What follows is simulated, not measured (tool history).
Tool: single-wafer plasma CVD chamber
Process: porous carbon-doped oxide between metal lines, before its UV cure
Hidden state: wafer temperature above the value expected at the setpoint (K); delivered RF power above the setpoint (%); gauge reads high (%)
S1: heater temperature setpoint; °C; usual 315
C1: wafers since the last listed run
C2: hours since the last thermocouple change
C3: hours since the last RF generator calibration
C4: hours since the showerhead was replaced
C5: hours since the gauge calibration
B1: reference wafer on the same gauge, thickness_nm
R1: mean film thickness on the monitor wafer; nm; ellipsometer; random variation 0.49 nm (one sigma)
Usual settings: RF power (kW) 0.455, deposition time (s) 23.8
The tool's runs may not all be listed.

{"run": 1, "hour": 0.0, "S1": 315, "RF power (kW)": 0.455, "deposition time (s)": 23.8, "C1": 0, "C2": 2191.2, "C3": 1317.9, "C4": 4650.7, "C5": 55.9, "B1": 122.957, "R1": 103.721}
{"run": 2, "hour": 16.7, "S1": 315, "RF power (kW)": 0.455, "deposition time (s)": 23.8, "C1": 481, "C2": 2207.9, "C3": 1334.6, "C4": 4667.4, "C5": 72.6, "B1": 122.925, "R1": 103.696}
{"run": 3, "hour": 33.2, "S1": 315, "RF power (kW)": 0.455, "deposition time (s)": 23.8, "C1": 475, "C2": 2224.4, "C3": 1351.1, "C4": 4683.9, "C5": 89.1, "B1": 123.108, "R1": 102.536}
{"run": 4, "hour": 45.3, "S1": 315, "RF power (kW)": 0.455, "deposition time (s)": 23.8, "C1": 348, "C2": 2236.5, "C3": 1363.2, "C4": 4696, "C5": 101.2, "B1": 123.123, "R1": 103.207}
{"run": 5, "hour": 62.9, "S1": 320, "RF power (kW)": 0.455, "deposition time (s)": 23.8, "C1": 507, "C2": 2254.1, "C3": 1380.8, "C4": 4713.6, "C5": 118.8, "B1": 122.832, "R1": 100.637}
{"run": 6, "hour": 86.5, "S1": 320, "RF power (kW)": 0.455, "deposition time (s)": 23.8, "C1": 680, "C2": 2277.7, "C3": 1404.4, "C4": 4737.2, "C5": 142.4, "B1": 123.21, "R1": 100.387}
{"run": 7, "hour": 104.1, "S1": 320, "RF power (kW)": 0.455, "deposition time (s)": 23.8, "C1": 507, "C2": 2295.3, "C3": 1422, "C4": 4754.8, "C5": 160, "B1": 122.996, "R1": 100.346}
{"hour": 123.6, "done": "thermocouple changed; heater temperature recalibrated"}
{"run": 8, "hour": 131.7, "S1": 315, "RF power (kW)": 0.455, "deposition time (s)": 23.8, "C1": 564, "C2": 8.1, "C3": 1449.6, "C4": 4782.4, "C5": 187.6, "B1": 122.748, "R1": 102.809}
{"run": 9, "hour": 149.6, "S1": 315, "RF power (kW)": 0.455, "deposition time (s)": 23.8, "C1": 515, "C2": 26, "C3": 1467.5, "C4": 4800.3, "C5": 205.5, "B1": 122.936, "R1": 104.261}
{"run": 10, "hour": 193.0, "S1": 315, "RF power (kW)": 0.455, "deposition time (s)": 23.8, "C1": 1251, "C2": 69.4, "C3": 1510.9, "C4": 4843.7, "C5": 248.9, "B1": 123.043, "R1": 102.815}
{"run": 11, "hour": 218.9, "S1": 309, "RF power (kW)": 0.51, "deposition time (s)": 23.8, "C1": 746, "C2": 95.3, "C3": 1536.8, "C4": 4869.6, "C5": 274.8, "B1": 123.201, "R1": 114.939}
{"hour": 245.0, "done": "showerhead replaced"}
{"run": 12, "hour": 245.5, "S1": 315, "RF power (kW)": 0.455, "deposition time (s)": 23.8, "C1": 536, "C2": 121.9, "C3": 1563.4, "C4": 0.5, "C5": 301.4, "B1": 122.869, "R1": 102.911}
{"hour": 260.7, "done": "RF generator calibrated"}
{"run": 13, "hour": 267.6, "S1": 329, "RF power (kW)": 0.455, "deposition time (s)": 23.8, "C1": 406, "C2": 144, "C3": 6.9, "C4": 22.6, "C5": 323.5, "B1": 123.157, "R1": 94.645}
{"hour": 282.9, "done": "gauge calibrated"}
{"run": 14, "hour": 285.4, "S1": 315, "RF power (kW)": 0.38, "deposition time (s)": 23.8, "C1": 513, "C2": 161.8, "C3": 24.7, "C4": 40.4, "C5": 2.5, "B1": 123.048, "R1": 89.933}
{"run": 15, "hour": 302.2, "S1": 302, "RF power (kW)": 0.42, "deposition time (s)": 19.9, "C1": 484, "C2": 178.6, "C3": 41.5, "C4": 57.2, "C5": 19.3, "B1": 122.783, "R1": 88.232}
{"run": 16, "hour": 325.1, "S1": 315, "RF power (kW)": 0.405, "deposition time (s)": 26.1, "C1": 660, "C2": 201.5, "C3": 64.4, "C4": 80.1, "C5": 42.2, "B1": 123.052, "R1": 103.682}
{"run": 17, "hour": 357.0, "S1": 315, "RF power (kW)": 0.455, "deposition time (s)": 20.4, "C1": 919, "C2": 233.4, "C3": 96.3, "C4": 112, "C5": 74.1, "B1": 123.165, "R1": 89.568}

Forecast each of these 4 alternatives for the next run:
{"run": "A", "hour": 357.4, "S1": 315, "RF power (kW)": 0.49, "deposition time (s)": 23.8, "C1": 11, "C2": 233.8, "C3": 96.7, "C4": 112.4, "C5": 74.5, "B1": "?", "R1": "?"}
{"run": "B", "hour": 357.4, "S1": 307, "RF power (kW)": 0.43, "deposition time (s)": 25.5, "C1": 11, "C2": 233.8, "C3": 96.7, "C4": 112.4, "C5": 74.5, "B1": "?", "R1": "?"}
{"run": "C", "hour": 357.4, "S1": 315, "RF power (kW)": 0.455, "deposition time (s)": 22.3, "C1": 11, "C2": 233.8, "C3": 96.7, "C4": 112.4, "C5": 74.5, "B1": "?", "R1": "?"}
{"run": "D", "hour": 357.4, "S1": 320, "RF power (kW)": 0.535, "deposition time (s)": 23.8, "C1": 11, "C2": 233.8, "C3": 96.7, "C4": 112.4, "C5": 74.5, "B1": "?", "R1": "?"}

run=A B1=122.817 R1=108.073
run=B B1=122.817 R1=110.979
run=C B1=122.817 R1=96.774
run=D B1=122.817 R1=110.996
Without the tool's hidden state the same runs would have given:
run=A R1=108.073
run=B R1=110.979
run=C R1=96.774
run=D R1=110.996
